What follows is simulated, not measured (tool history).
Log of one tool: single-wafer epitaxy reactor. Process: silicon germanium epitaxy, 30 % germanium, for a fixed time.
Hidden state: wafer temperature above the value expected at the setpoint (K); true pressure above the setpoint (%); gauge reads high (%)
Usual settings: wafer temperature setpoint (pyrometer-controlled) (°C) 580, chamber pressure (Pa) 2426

run	day	wafer temperature setpoint (pyrometer-controlled) (°C)	chamber pressure (Pa)	wafers since the last listed run	hours since the last pyrometer calibration	hours since the last manometer calibration	hours since the showerhead was replaced	hours since the gauge calibration	read-back reference wafer on the same gauge, thickness_nm	mean film thickness on the monitor wafer (nm)
1	0.000	580	2426	0	2736.1	1090.4	7547.8	426.2	33.958	46.964
2	0.704	580	2426	375	2753.0	1107.3	7564.7	443.1	34.020	46.550
3	1.275	580	2426	304	2766.7	1121.0	7578.4	456.8	34.015	46.997
4	1.883	580	2426	324	2781.3	1135.6	7593.0	471.4	34.016	46.611
5	2.258	569	2226	200	2790.3	1144.6	7602.0	480.4	34.006	37.596
6	4.475	569	2226	1182	2843.5	1197.8	7655.2	533.6	33.980	37.599
7	5.146	585	2426	357	2859.6	1213.9	7671.3	549.7	34.030	51.211
8	5.496	580	2426	186	2868.0	1222.3	7679.7	558.1	34.009	46.881
9	5.812	580	2426	168	2875.6	1229.9	7687.3	565.7	33.975	47.470
10	6.271	580	2426	244	2886.6	1240.9	7698.3	576.7	34.003	46.903
11	6.988	580	2426	382	2903.8	1258.1	7715.5	593.9	33.994	47.306
12	7.550	580	2426	300	2917.3	1271.6	7729.0	607.4	34.030	47.278
13	7.842	580	2706	155	2924.3	1278.6	7736.0	614.4	33.986	49.251
14	8.508	580	1920	355	2940.3	1294.6	7752.0	630.4	33.995	43.324
15	9.100	575	2853	315	2954.5	1308.8	7766.2	644.6	33.992	46.501
16	9.692	574	2186	315	2968.7	1323.0	7780.4	658.8	34.007	41.421
17	9.983	593	2026	155	2975.7	1330.0	7787.4	665.8	33.994	55.378
# day 10.446: gauge calibrated
# day 10.550: pyrometer calibrated
# day 10.708: showerhead replaced
18	10.729	571	2426	134	4.3	1347.9	0.5	6.8	33.997	35.442
19	11.125	580	2080	211	13.8	1357.4	10.0	16.3	34.011	39.373
20	11.508	567	2426	204	23.0	1366.6	19.2	25.5	33.967	33.251
# day 12.429: capacitance manometer re-zeroed and calibrated
21	12.450	573	2693	324	45.6	0.5	41.8	48.1	34.017	38.460
22	12.883	566	3026	231	56.0	10.9	52.2	58.5	33.993	35.656
23	13.254	580	2426	197	64.9	19.8	61.1	67.4	33.969	41.798
24	13.800	580	2173	291	78.0	32.9	74.2	80.5	34.008	40.037
25	14.454	592	2426	348	93.7	48.6	89.9	96.2	33.982	51.013
26	15.029	580	2426	306	107.5	62.4	103.7	110.0	33.986	41.927
27	16.208	568	2426	629	135.8	90.7	132.0	138.3	34.014	33.954
28	16.900	566	2426	368	152.4	107.3	148.6	154.9	34.005	32.837
29	17.246	580	3000	184	160.7	115.6	156.9	163.2	33.969	45.300
30	17.917	589	2853	357	176.8	131.7	173.0	179.3	34.001	52.327
31	18.275	586	2160	191	185.4	140.3	181.6	187.9	33.999	44.345
32	18.788	568	2226	273	197.7	152.6	193.9	200.2	33.974	33.056
33	19.050	566	2066	140	204.0	158.9	200.2	206.5	33.978	30.835
34	19.504	569	1947	242	214.9	169.8	211.1	217.4	34.015	31.686

5 ways to go on from here, each from the tool as it stands after run 34. What would each give?
A	19.521	590	2426	8	215.3	170.2	211.5	217.8	?	?
B	19.521	568	2253	8	215.3	170.2	211.5	217.8	?	?
C	19.521	574	2200	8	215.3	170.2	211.5	217.8	?	?
D	19.521	575	1960	8	215.3	170.2	211.5	217.8	?	?
E	19.521	566	2760	8	215.3	170.2	211.5	217.8	?	?

run	read-back reference wafer on the same gauge, thickness_nm	mean film thickness on the monitor wafer (nm)
A	33.973	50.246
B	33.973	33.420
C	33.973	36.796
D	33.973	35.846
E	33.973	34.847
Without the tool's hidden state the same runs would have given:
run	mean film thickness on the monitor wafer (nm)
A	50.697
B	33.735
C	37.138
D	36.179
E	35.177
